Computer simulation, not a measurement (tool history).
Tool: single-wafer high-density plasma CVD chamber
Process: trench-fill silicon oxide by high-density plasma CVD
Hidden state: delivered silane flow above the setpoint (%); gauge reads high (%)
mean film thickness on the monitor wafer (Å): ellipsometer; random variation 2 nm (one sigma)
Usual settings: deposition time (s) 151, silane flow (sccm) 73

run	hour	deposition time (s)	silane flow (sccm)	wafers since the last listed run	hours since the silane flow controller was replaced	hours since the gauge calibration	read-back reference wafer on the same gauge, thickness_nm	mean film thickness on the monitor wafer (Å)
1	0	151	73	0	1765.6	76.1	1150.681	12411.89
2	16.7	151	73	136	1782.3	92.8	1149.516	12428.11
3	32.4	151	73	128	1798	108.5	1150.126	12457.42
4	39.1	151	73	54	1804.7	115.2	1149.698	12441.54
5	55.2	151	73	131	1820.8	131.3	1150.274	12460.98
6	64.5	151	73	76	1830.1	140.6	1150.896	12468.91
# hour 79.2: silane flow controller replaced
7	79.7	151	73	58	0.5	155.8	1149.722	12932.33
# hour 94.5: gauge calibrated
8	110.8	151	73	254	31.6	16.3	1149.85	12983.05
9	120	151	73	75	40.8	25.5	1149.569	12903.25
# hour 129.7: silane flow controller replaced, repeated, since the last time left the tool worse
10	132.4	134	73	36	2.7	37.9	1149.976	10618.73
11	143	151	84	86	13.3	48.5	1150.023	13796.44
12	151.9	126	73	72	22.2	57.4	1149.687	10001.61
13	164.5	181	66	103	34.8	70	1149.729	13016.54
14	180.4	151	73	130	50.7	85.9	1150.15	11998.2
15	195.4	127	59	122	65.7	100.9	1150.428	8158
16	210.1	138	67	120	80.4	115.6	1149.653	10055.01
17	227.3	151	73	140	97.6	132.8	1150.658	11991.23
18	234.7	151	84	60	105	140.2	1150.126	13820.15
19	246.9	151	60	99	117.2	152.4	1150.128	9871.26

What the log doesn't show, run by run:
gauge reads high (%): 0 in every run
H1: delivered silane flow above the setpoint (%)
run	H1
1	3.62
2	3.71
3	3.79
4	3.82
5	3.9
6	3.95
7	7.8
8	7.8
9	7.8
10	0.03
11	0.0303
12	0.0307
13	0.0317
14	0.0336
15	0.0361
16	0.0391
17	0.0435
18	0.0456
19	0.0494

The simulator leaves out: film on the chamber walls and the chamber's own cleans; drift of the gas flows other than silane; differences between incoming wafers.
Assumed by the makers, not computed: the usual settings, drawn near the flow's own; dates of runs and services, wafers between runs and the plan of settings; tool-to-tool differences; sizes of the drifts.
